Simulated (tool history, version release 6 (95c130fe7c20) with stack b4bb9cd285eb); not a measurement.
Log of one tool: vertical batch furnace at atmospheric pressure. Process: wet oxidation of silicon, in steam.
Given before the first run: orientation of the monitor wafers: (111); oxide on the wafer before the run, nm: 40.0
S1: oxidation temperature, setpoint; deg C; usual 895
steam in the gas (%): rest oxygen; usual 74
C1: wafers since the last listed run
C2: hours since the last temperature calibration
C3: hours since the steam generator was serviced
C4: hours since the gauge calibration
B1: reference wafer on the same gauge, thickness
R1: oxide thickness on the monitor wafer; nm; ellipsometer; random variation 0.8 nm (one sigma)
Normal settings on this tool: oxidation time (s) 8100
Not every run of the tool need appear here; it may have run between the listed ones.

Run 1, hour 0: usual settings but oxidation time (s) 11100; C1 0; C2 1203.4; C3 903.2; C4 370.7; B1 338.91. Result: R1 442.96 nm.
Run 2, hour 44.8: usual settings but oxidation time (s) 11100; C1 355; C2 1248.2; C3 948; C4 415.5; B1 339.12. Result: R1 442.53 nm.
Run 3, hour 86.6: usual settings but oxidation time (s) 11100; C1 331; C2 1290; C3 989.8; C4 457.3; B1 338.96. Result: R1 440.98 nm.
Run 4, hour 136.2: usual settings; C1 393; C2 1339.6; C3 1039.4; C4 506.9; B1 338.91. Result: R1 355.17 nm.
Run 5, hour 219.5: usual settings; C1 660; C2 1422.9; C3 1122.7; C4 590.2; B1 339.03. Result: R1 354.69 nm.
Run 6, hour 263.8: usual settings; C1 351; C2 1467.2; C3 1167; C4 634.5; B1 338.96. Result: R1 355.05 nm.
Run 7, hour 340.6: usual settings but S1 913 deg C; C1 608; C2 1544; C3 1243.8; C4 711.3; B1 339. Result: R1 413.58 nm.
Run 8, hour 396.7: usual settings but S1 913 deg C; C1 444; C2 1600.1; C3 1299.9; C4 767.4; B1 339.03. Result: R1 414.78 nm.
Run 9, hour 443.5: usual settings but S1 913 deg C; C1 370; C2 1646.9; C3 1346.7; C4 814.2; B1 339.12. Result: R1 413.92 nm.
Run 10, hour 549.5: usual settings but S1 888 deg C; C1 839; C2 1752.9; C3 1452.7; C4 920.2; B1 338.98. Result: R1 330.54 nm.
Run 11, hour 613.9: usual settings; C1 510; C2 1817.3; C3 1517.1; C4 984.6; B1 339.01. Result: R1 352.97 nm.
Run 12, hour 653.9: usual settings; C1 316; C2 1857.3; C3 1557.1; C4 1024.6; B1 338.95. Result: R1 354.72 nm.
At hour 731.2: thermocouples replaced and temperature profile calibrated.
Run 13, hour 862.5: usual settings but S1 889 deg C; C1 1462; C2 131.3; C3 1765.7; C4 1233.2; B1 338.99. Result: R1 335.52 nm.
Run 14, hour 940.1: usual settings but S1 911 deg C; C1 614; C2 208.9; C3 1843.3; C4 1310.8; B1 339.04. Result: R1 405.73 nm.
Run 15, hour 1043.6: usual settings but S1 911 deg C; C1 820; C2 312.4; C3 1946.8; C4 1414.3; B1 339.03. Result: R1 408.16 nm.
At hour 1071.6: gauge calibrated.
Run 16, hour 1103.2: usual settings; C1 472; C2 372; C3 2006.4; C4 31.6; B1 339.01. Result: R1 354.95 nm.
Run 17, hour 1175.6: usual settings but oxidation time (s) 5850, steam in the gas (%) 86; C1 573; C2 444.4; C3 2078.8; C4 104; B1 338.89. Result: R1 312.1 nm.
Run 18, hour 1250: usual settings; C1 589; C2 518.8; C3 2153.2; C4 178.4; B1 339.09. Result: R1 353.94 nm.
Run 19, hour 1340.2: usual settings but S1 884 deg C, oxidation time (s) 5160, steam in the gas (%) 83; C1 714; C2 609; C3 2243.4; C4 268.6; B1 338.95. Result: R1 250.17 nm.
Run 20, hour 1379.6: usual settings; C1 312; C2 648.4; C3 2282.8; C4 308; B1 338.96. Result: R1 353.56 nm.
Run 21, hour 1440.8: usual settings but S1 918 deg C, oxidation time (s) 6060, steam in the gas (%) 69; C1 484; C2 709.6; C3 2344; C4 369.2; B1 339.11. Result: R1 336.27 nm.
Run 22, hour 1490.8: usual settings but S1 913 deg C, oxidation time (s) 4620, steam in the gas (%) 78; C1 396; C2 759.6; C3 2394; C4 419.2; B1 338.82. Result: R1 292.27 nm.
Run 23, hour 1568.2: usual settings but steam in the gas (%) 85; C1 613; C2 837; C3 2471.4; C4 496.6; B1 338.95. Result: R1 386.97 nm.
At hour 1620.8: steam generator serviced.
Run 24, hour 1661.7: usual settings but S1 888 deg C; C1 550; C2 930.5; C3 40.9; C4 590.1; B1 339.08. Result: R1 333.16 nm.
Run 25, hour 1760.6: usual settings; C1 783; C2 1029.4; C3 139.8; C4 689; B1 338.94. Result: R1 355.88 nm.
Run 26, hour 1862.2: usual settings; C1 805; C2 1131; C3 241.4; C4 790.6; B1 338.92. Result: R1 356.73 nm.
Run 27, hour 1925.3: usual settings but steam in the gas (%) 66; C1 500; C2 1194.1; C3 304.5; C4 853.7; B1 338.88. Result: R1 328.74 nm.
Run 28, hour 2019.7: usual settings but S1 905 deg C, oxidation time (s) 4500, steam in the gas (%) 69; C1 748; C2 1288.5; C3 398.9; C4 948.1; B1 339.1. Result: R1 248.77 nm.
Run 29, hour 2106.5: usual settings but S1 903 deg C, oxidation time (s) 6120, steam in the gas (%) 77; C1 687; C2 1375.3; C3 485.7; C4 1034.9; B1 339.01. Result: R1 325.15 nm.
Run 30, hour 2180.6: usual settings but S1 887 deg C, oxidation time (s) 9450, steam in the gas (%) 83; C1 587; C2 1449.4; C3 559.8; C4 1109; B1 339. Result: R1 396.86 nm.

What if the next run were any one of these 4? Each begins from the tool's condition after run 30:
Run A, hour 2186.4: usual settings; C1 45; C2 1455.2; C3 565.6; C4 1114.8; B1 ?. Result: R1 ?.
Run B, hour 2186.4: usual settings but S1 917 deg C, oxidation time (s) 4770, steam in the gas (%) 81; C1 45; C2 1455.2; C3 565.6; C4 1114.8; B1 ?. Result: R1 ?.
Run C, hour 2186.4: usual settings but S1 887 deg C, steam in the gas (%) 85; C1 45; C2 1455.2; C3 565.6; C4 1114.8; B1 ?. Result: R1 ?.
Run D, hour 2186.4: usual settings but S1 885 deg C; C1 45; C2 1455.2; C3 565.6; C4 1114.8; B1 ?. Result: R1 ?.

run      B1      R1
  A  339.05     356
  B  339.05  319.06
  C  339.05  362.93
  D  339.05  322.73
Without the tool's hidden state the same runs would have given:
run      R1
  A   357.1
  B  320.02
  C  364.06
  D  323.74

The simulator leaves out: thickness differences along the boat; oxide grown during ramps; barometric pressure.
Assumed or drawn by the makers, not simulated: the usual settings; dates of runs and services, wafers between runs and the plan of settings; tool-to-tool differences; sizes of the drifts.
